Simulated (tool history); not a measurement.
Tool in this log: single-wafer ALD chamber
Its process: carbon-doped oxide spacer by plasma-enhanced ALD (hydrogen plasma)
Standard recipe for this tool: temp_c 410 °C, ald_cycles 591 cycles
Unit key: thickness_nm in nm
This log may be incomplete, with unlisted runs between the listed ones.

| run | hour | temp_c | ald_cycles | read-back reference wafer on the same gauge, thickness_nm | thickness_nm |
|---|---|---|---|---|---|
| 1 | 0 | 410 | 591 | 29.305 | 29.609 |
| 2 | 42.6 | 410 | 591 | 29.293 | 29.476 |
| 3 | 74.3 | 410 | 591 | 29.306 | 29.438 |
| 4 | 137.5 | 410 | 499 | 29.283 | 24.843 |
| 5 | 202.1 | 410 | 499 | 29.316 | 24.959 |
| 6 | 253.3 | 406 | 644 | 29.312 | 32.513 |
| 7 | 278.6 | 406 | 644 | 29.306 | 32.506 |
| 8 | 335 | 410 | 591 | 29.307 | 29.561 |
| 9 | 371.5 | 410 | 591 | 29.3 | 29.443 |
| 10 | 397.8 | 410 | 591 | 29.306 | 29.526 |
| 11 | 458 | 410 | 591 | 29.313 | 29.555 |
|  | 487.3 | gauge calibrated |
| 12 | 508.9 | 410 | 591 | 29.294 | 29.339 |
|  | 544.2 | thermocouple changed; heater temperature recalibrated |
| 13 | 569.2 | 405 | 636 | 29.298 | 32.943 |
| 14 | 614.6 | 410 | 511 | 29.303 | 26.019 |
| 15 | 669.4 | 410 | 591 | 29.301 | 29.916 |
| 16 | 740.7 | 410 | 632 | 29.302 | 31.987 |
| 17 | 786 | 410 | 625 | 29.311 | 31.606 |
| 18 | 856.9 | 418 | 701 | 29.302 | 34.494 |
| 19 | 927.9 | 425 | 638 | 29.303 | 30.606 |
| 20 | 1112.2 | 399 | 508 | 29.294 | 26.499 |
| 21 | 1151.6 | 410 | 591 | 29.313 | 29.787 |
| 22 | 1222.1 | 419 | 658 | 29.276 | 31.946 |
| 23 | 1251.3 | 405 | 686 | 29.302 | 35.032 |
| 24 | 1299.6 | 410 | 680 | 29.291 | 34.139 |

Alternative continuations, all from the tool just after run 24; predict every row:
| A | 1300.9 | 410 | 591 | ? | ? |
| B | 1300.9 | 410 | 650 | ? | ? |
| C | 1300.9 | 400 | 591 | ? | ? |
| D | 1300.9 | 410 | 641 | ? | ? |
| E | 1300.9 | 399 | 702 | ? | ? |

| run | read-back reference wafer on the same gauge, thickness_nm | thickness_nm |
|---|---|---|
| A | 29.302 | 29.709 |
| B | 29.302 | 32.675 |
| C | 29.302 | 30.704 |
| D | 29.302 | 32.222 |
| E | 29.302 | 36.589 |
Without the tool's hidden state the same runs would have given:
| run | thickness_nm |
|---|---|
| A | 30.102 |
| B | 33.107 |
| C | 31.033 |
| D | 32.649 |
| E | 36.861 |
